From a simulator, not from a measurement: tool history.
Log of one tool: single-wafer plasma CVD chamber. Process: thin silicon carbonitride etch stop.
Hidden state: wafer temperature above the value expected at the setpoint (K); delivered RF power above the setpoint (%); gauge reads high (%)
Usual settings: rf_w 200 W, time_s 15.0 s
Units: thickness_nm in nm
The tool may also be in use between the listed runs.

run,hour,rf_w,time_s,wafers since the last listed run,hours since the last thermocouple change,hours since the last RF generator calibration,hours since the showerhead was replaced,hours since the gauge calibration,"read-back reference wafer on the same gauge, thickness_nm",thickness_nm
1,0.0,220,13.2,0,1362.6,1037.3,3331.9,1795.9,7.595,7.502
2,36.8,210,15.0,872,1399.4,1074.1,3368.7,1832.7,7.582,8.448
3,118.3,210,15.0,1931,1480.9,1155.6,3450.2,1914.2,7.592,8.427
4,165.5,210,15.0,1118,1528.1,1202.8,3497.4,1961.4,7.580,8.380
5,204.5,200,15.0,924,1567.1,1241.8,3536.4,2000.4,7.584,8.239
6,248.0,200,15.0,1031,1610.6,1285.3,3579.9,2043.9,7.584,8.257
7,316.1,200,15.0,1614,1678.7,1353.4,3648.0,2112.0,7.593,8.269
8,421.2,200,15.0,2491,1783.8,1458.5,3753.1,2217.1,7.594,8.234
9,483.9,200,15.0,1486,1846.5,1521.2,3815.8,2279.8,7.593,8.220
10,533.8,200,15.0,1182,1896.4,1571.1,3865.7,2329.7,7.586,8.288
11,818.9,225,15.0,6757,2181.5,1856.2,4150.8,2614.8,7.587,8.591
12,865.5,225,15.0,1104,2228.1,1902.8,4197.4,2661.4,7.590,8.567
# hour 950.8: showerhead replaced
13,964.7,180,17.8,2161,2327.3,2002.0,13.9,2760.6,7.586,9.455
14,1038.5,165,17.6,1749,2401.1,2075.8,87.7,2834.4,7.586,9.104
# hour 1086.8: gauge calibrated
15,1122.9,185,13.1,2000,2485.5,2160.2,172.1,36.1,7.593,7.027
16,1198.7,200,14.0,1796,2561.3,2236.0,247.9,111.9,7.591,7.664
17,1268.1,230,12.5,1645,2630.7,2305.4,317.3,181.3,7.594,7.161
# hour 1333.6: RF generator calibrated
18,1359.4,200,15.0,1974,2722.0,25.8,408.6,272.6,7.590,8.343
19,1643.9,235,13.0,6743,3006.5,310.3,693.1,557.1,7.587,7.597
20,1702.3,240,13.1,1384,3064.9,368.7,751.5,615.5,7.592,7.695
21,1751.3,165,16.4,1161,3113.9,417.7,800.5,664.5,7.585,8.599
22,1801.9,180,15.0,1199,3164.5,468.3,851.1,715.1,7.586,8.049
23,1894.3,175,16.1,2190,3256.9,560.7,943.5,807.5,7.589,8.595
# hour 1959.0: thermocouple changed; heater temperature recalibrated
24,1978.3,160,12.7,1801,19.3,644.7,1027.5,891.5,7.586,6.549
25,2031.2,200,15.0,1253,72.2,697.6,1080.4,944.4,7.584,8.249
26,2131.3,200,15.0,2372,172.3,797.7,1180.5,1044.5,7.584,8.285
27,2210.9,220,13.6,1886,251.9,877.3,1260.1,1124.1,7.592,7.747
28,2248.3,240,16.6,886,289.3,914.7,1297.5,1161.5,7.588,9.627
29,2331.9,235,14.2,1981,372.9,998.3,1381.1,1245.1,7.591,8.247
30,2369.6,190,16.9,893,410.6,1036.0,1418.8,1282.8,7.592,9.194
31,2433.4,200,15.0,1512,474.4,1099.8,1482.6,1346.6,7.598,8.292
32,2531.3,235,13.3,2320,572.3,1197.7,1580.5,1444.5,7.582,7.715
33,2633.4,200,15.0,2420,674.4,1299.8,1682.6,1546.6,7.585,8.287
34,2830.2,190,16.5,4664,871.2,1496.6,1879.4,1743.4,7.588,8.898
35,2907.2,185,15.0,1825,948.2,1573.6,1956.4,1820.4,7.589,8.037
36,2950.7,200,13.8,1031,991.7,1617.1,1999.9,1863.9,7.590,7.596

Hidden state or all else? Some run-to-run changes of thickness_nm, split into what the settings, what came in and random variation would give without the hidden state, and what is left for the hidden state (with any gauge scatter that isn't in both results):
Run 10 -> 11: rf_w 200 -> 225. thickness_nm +0.303 nm: hidden state -0.021, all else +0.324.
Run 14 -> 15: rf_w 165 -> 185, time_s 17.6 -> 13.1, gauge calibrated. thickness_nm -2.077 nm: hidden state +0.026, all else -2.103.
Run 17 -> 18: rf_w 230 -> 200, time_s 12.5 -> 15.0, RF generator calibrated. thickness_nm +1.182 nm: hidden state +0.107, all else +1.075.
Run 23 -> 24: rf_w 175 -> 160, time_s 16.1 -> 12.7, thermocouple changed; heater temperature recalibrated. thickness_nm -2.046 nm: hidden state +0.005, all else -2.051.
Run 27 -> 28: rf_w 220 -> 240, time_s 13.6 -> 16.6. thickness_nm +1.880 nm: hidden state -0.015, all else +1.895.
